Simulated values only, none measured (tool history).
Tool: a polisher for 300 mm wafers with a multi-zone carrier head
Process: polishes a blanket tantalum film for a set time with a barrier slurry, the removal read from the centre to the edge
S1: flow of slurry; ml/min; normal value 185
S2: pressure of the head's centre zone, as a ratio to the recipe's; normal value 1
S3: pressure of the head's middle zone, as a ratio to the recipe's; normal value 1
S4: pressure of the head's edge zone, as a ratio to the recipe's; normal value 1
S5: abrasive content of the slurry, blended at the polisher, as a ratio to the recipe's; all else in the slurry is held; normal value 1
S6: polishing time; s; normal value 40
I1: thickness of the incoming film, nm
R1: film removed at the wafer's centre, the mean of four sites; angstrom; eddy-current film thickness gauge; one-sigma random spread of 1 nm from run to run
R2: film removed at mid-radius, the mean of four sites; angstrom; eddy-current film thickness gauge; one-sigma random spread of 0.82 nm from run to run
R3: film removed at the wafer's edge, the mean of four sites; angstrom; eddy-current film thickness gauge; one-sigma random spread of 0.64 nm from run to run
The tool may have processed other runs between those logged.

run    hour   S1    S2    S3    S4    S5  S6     I1   R1   R2   R3
  1       0  185     1     1     1     1  40  353.5  738  725  738
       16.7  -- slurry nozzle cleaned
      225.4  -- worn pad replaced by a new one
      256.5  -- edge zone pressure recalibrated
  2   272.4  185     1     1     1     1  40  366.4  768  749  737
  3   309.3  185     1     1     1     1  40  352.6  770  738  742
  4   377.4  185     1     1     1     1  40  365.5  753  742  746
      439.2  -- centre zone pressure recalibrated
  5   472.2  185     1     1     1     1  40  356.4  755  717  730
  6     525  185     1     1     1     1  40  358.5  736  720  746
  7   617.3  185     1     1     1     1  40  366.1  727  707  718
        651  -- worn pad replaced by a new one
  8     687  185     1     1     1     1  40  361.7  730  698  717
      703.8  -- slurry nozzle cleaned
  9   765.8  185     1     1  1.05     1  40  358.7  783  777  777
 10   828.2  185     1     1  1.05     1  40  363.1  793  763  780
      905.3  -- carrier head's membrane replaced by a new one
 11   928.7  185     1     1     1     1  40  358.4  774  761  752
      957.1  -- centre zone pressure recalibrated
 12   997.9  185     1     1     1     1  52  361.9  984  984  977
     1030.2  -- worn pad replaced by a new one
 13    1076  240   1.1  0.95     1  1.15  40  362.5  883  779  794
 14  1154.5  155  1.12     1     1     1  40  352.1  767  700  722
     1202.1  -- edge zone pressure recalibrated
 15  1248.8  185     1     1     1     1  36  359.4  661  648  659
 16  1290.4  185   0.9  0.89     1     1  40  358.9  689  648  727
 17  1327.9  205     1     1     1     1  40  354.1  733  720  729
       1389  -- slurry nozzle cleaned
 18  1418.9  185     1     1  0.97     1  29    359  587  555  551
     1440.6  -- worn pad replaced by a new one
 19  1476.5  145     1   0.9  0.96     1  28  364.7  540  468  509
 20  1533.2  185     1     1     1     1  40  355.4  801  763  761
     1545.8  -- centre zone pressure recalibrated
 21  1592.9  185  1.06     1     1     1  40  357.8  829  774  756
 22  1638.3  245     1     1     1     1  40  359.7  820  793  789

Here are 3 independent what-if runs from the current tool condition. What would each one return?
  A  1638.7  185     1   1     1   1  40  354.7   ?   ?   ?
  B  1638.7  185  0.93   1     1   1  40  354.7   ?   ?   ?
  C  1638.7  185     1   1  1.06   1  40  354.7   ?   ?   ?

run   R1   R2   R3
  A  771  754  754
  B  734  754  754
  C  771  753  772
With no hidden state in the tool, these same runs would have given:
run   R1   R2   R3
  A  797  776  771
  B  759  776  771
  C  797  776  789
